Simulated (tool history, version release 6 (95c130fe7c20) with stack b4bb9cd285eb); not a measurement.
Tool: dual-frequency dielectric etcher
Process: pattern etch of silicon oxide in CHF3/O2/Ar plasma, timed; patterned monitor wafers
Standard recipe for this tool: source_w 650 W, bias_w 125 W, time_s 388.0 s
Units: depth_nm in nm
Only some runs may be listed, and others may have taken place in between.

run     day  source_w  bias_w  time_s  read-back reference wafer on the same gauge, depth_nm  depth_nm
  1   0.000       650     125   299.5                                                  773.3     576.3
  2   0.625       650     125   299.5                                                  773.0     575.4
  3   1.179       610     125   388.0                                                  772.9     730.4
  4   2.108       650     112   388.0                                                  773.1     713.6
  5   2.662       650     135   388.0                                                  772.9     770.7
  6   3.550       650     135   388.0                                                  773.1     768.5
  7   4.117       650     125   355.0                                                  773.2     681.7
  8   5.104       650     125   355.0                                                  772.8     679.9
  9   6.038       650     125   388.0                                                  773.0     743.1
 10   7.488       650     125   388.0                                                  773.0     745.4
      8.967  -- wet clean of the chamber
 11  11.762       650     125   388.0                                                  773.0     751.7
     13.688  -- upper electrode replaced
 12  13.708       650     125   388.0                                                  773.0     749.7
 13  13.725       550     103   388.0                                                  773.0     653.9

What does the tool deliver on the next run?
 14  14.842       730     152   467.5                                                      ?         ?

{"run 14": {"read-back reference wafer on the same gauge, depth_nm": 773.1, "depth_nm": 1021.7}}
Were there no unlogged condition in the tool, this run, its random variation unchanged, would have produced depth_nm 1022.0 nm.
